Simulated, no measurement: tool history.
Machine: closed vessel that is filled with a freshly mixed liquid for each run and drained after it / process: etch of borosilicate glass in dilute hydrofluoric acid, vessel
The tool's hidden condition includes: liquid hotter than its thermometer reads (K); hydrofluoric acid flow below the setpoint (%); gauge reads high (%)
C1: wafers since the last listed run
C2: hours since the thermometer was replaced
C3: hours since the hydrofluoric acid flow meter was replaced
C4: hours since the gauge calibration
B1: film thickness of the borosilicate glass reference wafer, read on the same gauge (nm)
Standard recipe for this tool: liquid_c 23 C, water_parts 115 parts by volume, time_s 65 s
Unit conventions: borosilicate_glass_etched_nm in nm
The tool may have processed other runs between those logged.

run 1 hour=0 | liquid_c=23 water_parts=115 time_s=65 | C1=0 C2=2550.7 C3=2450.3 C4=83.2 | B1=120 | borosilicate_glass_etched_nm=14.7
run 2 hour=39.6 | liquid_c=23 water_parts=115 time_s=65 | C1=3638 C2=2590.3 C3=2489.9 C4=122.8 | B1=120.01 | borosilicate_glass_etched_nm=14.52
run 3 hour=56.7 | liquid_c=23 water_parts=115 time_s=65 | C1=1571 C2=2607.4 C3=2507 C4=139.9 | B1=120 | borosilicate_glass_etched_nm=14.55
run 4 hour=71.7 | liquid_c=23 water_parts=145 time_s=65 | C1=1378 C2=2622.4 C3=2522 C4=154.9 | B1=120 | borosilicate_glass_etched_nm=11.18
run 5 hour=79.1 | liquid_c=23 water_parts=145 time_s=65 | C1=679 C2=2629.8 C3=2529.4 C4=162.3 | B1=120.01 | borosilicate_glass_etched_nm=11.06
run 6 hour=89.2 | liquid_c=23 water_parts=145 time_s=65 | C1=928 C2=2639.9 C3=2539.5 C4=172.4 | B1=119.97 | borosilicate_glass_etched_nm=11.03
run 7 hour=100.9 | liquid_c=21 water_parts=115 time_s=65 | C1=1075 C2=2651.6 C3=2551.2 C4=184.1 | B1=119.98 | borosilicate_glass_etched_nm=13.4
run 8 hour=116.3 | liquid_c=23 water_parts=115 time_s=65 | C1=1415 C2=2667 C3=2566.6 C4=199.5 | B1=120 | borosilicate_glass_etched_nm=14.49
run 9 hour=132.8 | liquid_c=23 water_parts=150 time_s=65 | C1=1516 C2=2683.5 C3=2583.1 C4=216 | B1=119.98 | borosilicate_glass_etched_nm=10.55
run 10 hour=147.8 | liquid_c=23 water_parts=150 time_s=65 | C1=1378 C2=2698.5 C3=2598.1 C4=231 | B1=120.01 | borosilicate_glass_etched_nm=10.54
run 11 hour=157.5 | liquid_c=23 water_parts=150 time_s=65 | C1=891 C2=2708.2 C3=2607.8 C4=240.7 | B1=120.01 | borosilicate_glass_etched_nm=10.51
run 12 hour=175.1 | liquid_c=23 water_parts=115 time_s=65 | C1=1617 C2=2725.8 C3=2625.4 C4=258.3 | B1=120 | borosilicate_glass_etched_nm=14.58
run 13 hour=190.1 | liquid_c=19.5 water_parts=145 time_s=95 | C1=1378 C2=2740.8 C3=2640.4 C4=273.3 | B1=120 | borosilicate_glass_etched_nm=13.9
run 14 hour=200.1 | liquid_c=23 water_parts=165 time_s=80 | C1=918 C2=2750.8 C3=2650.4 C4=283.3 | B1=120 | borosilicate_glass_etched_nm=11.51
run 15 hour=217.5 | liquid_c=23 water_parts=115 time_s=95 | C1=1598 C2=2768.2 C3=2667.8 C4=300.7 | B1=120.01 | borosilicate_glass_etched_nm=20.93
-- hour=224.3 gauge calibrated
-- hour=241.5 thermometer replaced
-- hour=248.8 hydrofluoric acid flow meter replaced
run 16 hour=250.3 | liquid_c=18.5 water_parts=150 time_s=90 | C1=2830 C2=8.8 C3=1.5 C4=26 | B1=120 | borosilicate_glass_etched_nm=14.49
run 17 hour=261.3 | liquid_c=23 water_parts=115 time_s=35 | C1=1010 C2=19.8 C3=12.5 C4=37 | B1=120.01 | borosilicate_glass_etched_nm=9.1
run 18 hour=277 | liquid_c=23 water_parts=115 time_s=65 | C1=1442 C2=35.5 C3=28.2 C4=52.7 | B1=120.01 | borosilicate_glass_etched_nm=16.91
run 19 hour=289.6 | liquid_c=23 water_parts=115 time_s=65 | C1=1157 C2=48.1 C3=40.8 C4=65.3 | B1=120.03 | borosilicate_glass_etched_nm=16.81
run 20 hour=296.3 | liquid_c=28 water_parts=85 time_s=75 | C1=615 C2=54.8 C3=47.5 C4=72 | B1=119.98 | borosilicate_glass_etched_nm=33.44
run 21 hour=303.6 | liquid_c=21 water_parts=115 time_s=65 | C1=670 C2=62.1 C3=54.8 C4=79.3 | B1=120.02 | borosilicate_glass_etched_nm=15.62
run 22 hour=314.5 | liquid_c=23 water_parts=85 time_s=65 | C1=1001 C2=73 C3=65.7 C4=90.2 | B1=120 | borosilicate_glass_etched_nm=23.74
run 23 hour=322.8 | liquid_c=26 water_parts=60 time_s=100 | C1=762 C2=81.3 C3=74 C4=98.5 | B1=120 | borosilicate_glass_etched_nm=60.35

Predict each of these 4 candidate next runs independently; none follows another, all start after run 23:
run A hour=323.5 | liquid_c=23 water_parts=115 time_s=65 | C1=64 C2=82 C3=74.7 C4=99.2 | B1=? | borosilicate_glass_etched_nm=?
run B hour=323.5 | liquid_c=19 water_parts=165 time_s=100 | C1=64 C2=82 C3=74.7 C4=99.2 | B1=? | borosilicate_glass_etched_nm=?
run C hour=323.5 | liquid_c=26 water_parts=115 time_s=35 | C1=64 C2=82 C3=74.7 C4=99.2 | B1=? | borosilicate_glass_etched_nm=?
run D hour=323.5 | liquid_c=25 water_parts=115 time_s=65 | C1=64 C2=82 C3=74.7 C4=99.2 | B1=? | borosilicate_glass_etched_nm=?

run=A B1=120.01 borosilicate_glass_etched_nm=16.82
run=B B1=120.01 borosilicate_glass_etched_nm=14.57
run=C B1=120.01 borosilicate_glass_etched_nm=10.18
run=D B1=120.01 borosilicate_glass_etched_nm=18.19
Take away the tool's hidden state, keep each run's random variation, and the runs would have read:
run=A borosilicate_glass_etched_nm=17.04
run=B borosilicate_glass_etched_nm=14.77
run=C borosilicate_glass_etched_nm=10.32
run=D borosilicate_glass_etched_nm=18.43
